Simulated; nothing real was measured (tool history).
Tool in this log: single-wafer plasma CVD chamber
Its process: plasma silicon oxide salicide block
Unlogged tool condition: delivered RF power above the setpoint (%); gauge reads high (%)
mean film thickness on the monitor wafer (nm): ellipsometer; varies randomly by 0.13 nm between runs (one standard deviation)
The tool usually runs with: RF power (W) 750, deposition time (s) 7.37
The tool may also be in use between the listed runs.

| run | hour | RF power (W) | deposition time (s) | wafers since the last listed run | hours since the last RF generator calibration | hours since the showerhead was replaced | hours since the gauge calibration | read-back reference wafer on the same gauge, thickness_nm | mean film thickness on the monitor wafer (nm) |
|---|---|---|---|---|---|---|---|---|---|
| 1 | 0 | 845 | 7.37 | 0 | 1576.9 | 4803.6 | 262.4 | 74.294 | 89.198 |
| 2 | 7.5 | 750 | 6.83 | 351 | 1584.4 | 4811.1 | 269.9 | 74.328 | 79.342 |
| 3 | 19.9 | 750 | 6.83 | 580 | 1596.8 | 4823.5 | 282.3 | 74.274 | 79.628 |
| 4 | 30.6 | 750 | 6.83 | 501 | 1607.5 | 4834.2 | 293 | 74.349 | 79.518 |
| 5 | 43.8 | 750 | 7.37 | 618 | 1620.7 | 4847.4 | 306.2 | 74.325 | 85.985 |
| 6 | 56.8 | 750 | 7.37 | 609 | 1633.7 | 4860.4 | 319.2 | 74.285 | 86.054 |
| 7 | 65.6 | 825 | 7.82 | 412 | 1642.5 | 4869.2 | 328 | 74.262 | 93.717 |
|  | 101.1 | gauge calibrated |
| 8 | 102.7 | 750 | 7.37 | 1738 | 1679.6 | 4906.3 | 1.6 | 74.329 | 86.224 |
| 9 | 118 | 750 | 7.37 | 716 | 1694.9 | 4921.6 | 16.9 | 74.333 | 85.99 |
| 10 | 131.5 | 750 | 7.37 | 632 | 1708.4 | 4935.1 | 30.4 | 74.283 | 85.883 |
| 11 | 147 | 750 | 7.37 | 726 | 1723.9 | 4950.6 | 45.9 | 74.381 | 86.164 |
| 12 | 165 | 620 | 7.82 | 843 | 1741.9 | 4968.6 | 63.9 | 74.328 | 86.38 |
| 13 | 178.5 | 705 | 8.7 | 632 | 1755.4 | 4982.1 | 77.4 | 74.306 | 99.632 |
| 14 | 188.5 | 750 | 7.37 | 468 | 1765.4 | 4992.1 | 87.4 | 74.265 | 86.065 |
|  | 204.5 | RF generator calibrated |
|  | 206.4 | showerhead replaced |
| 15 | 206.9 | 830 | 6.72 | 396 | 2.4 | 0.5 | 105.8 | 74.381 | 80.739 |
| 16 | 218.9 | 845 | 6.33 | 562 | 14.4 | 12.5 | 117.8 | 74.299 | 76.343 |
| 17 | 232.6 | 700 | 6.08 | 641 | 28.1 | 26.2 | 131.5 | 74.316 | 69.537 |
| 18 | 243.6 | 795 | 8.78 | 515 | 39.1 | 37.2 | 142.5 | 74.314 | 103.933 |
| 19 | 253.9 | 750 | 7.87 | 482 | 49.4 | 47.5 | 152.8 | 74.261 | 91.701 |
| 20 | 269.4 | 645 | 7.37 | 726 | 64.9 | 63 | 168.3 | 74.37 | 82.305 |
| 21 | 282.5 | 750 | 7.37 | 613 | 78 | 76.1 | 181.4 | 74.239 | 85.828 |
| 22 | 289.4 | 620 | 8.7 | 323 | 84.9 | 83 | 188.3 | 74.374 | 96.3 |
| 23 | 296.8 | 665 | 7.93 | 346 | 92.3 | 90.4 | 195.7 | 74.296 | 89.433 |

Branching from run 23: 5 alternative next runs. What would each branch give?
| A | 297.2 | 750 | 7.37 | 18 | 92.7 | 90.8 | 196.1 | ? | ? |
| B | 297.2 | 850 | 7.37 | 18 | 92.7 | 90.8 | 196.1 | ? | ? |
| C | 297.2 | 620 | 8.84 | 18 | 92.7 | 90.8 | 196.1 | ? | ? |
| D | 297.2 | 675 | 6.21 | 18 | 92.7 | 90.8 | 196.1 | ? | ? |
| E | 297.2 | 750 | 6 | 18 | 92.7 | 90.8 | 196.1 | ? | ? |

| run | read-back reference wafer on the same gauge, thickness_nm | mean film thickness on the monitor wafer (nm) |
|---|---|---|
| A | 74.346 | 85.833 |
| B | 74.346 | 88.949 |
| C | 74.346 | 97.563 |
| D | 74.346 | 70.197 |
| E | 74.346 | 69.877 |
With no hidden state in the tool, these same runs would have given:
| run | mean film thickness on the monitor wafer (nm) |
|---|---|
| A | 85.833 |
| B | 88.949 |
| C | 97.563 |
| D | 70.197 |
| E | 69.877 |

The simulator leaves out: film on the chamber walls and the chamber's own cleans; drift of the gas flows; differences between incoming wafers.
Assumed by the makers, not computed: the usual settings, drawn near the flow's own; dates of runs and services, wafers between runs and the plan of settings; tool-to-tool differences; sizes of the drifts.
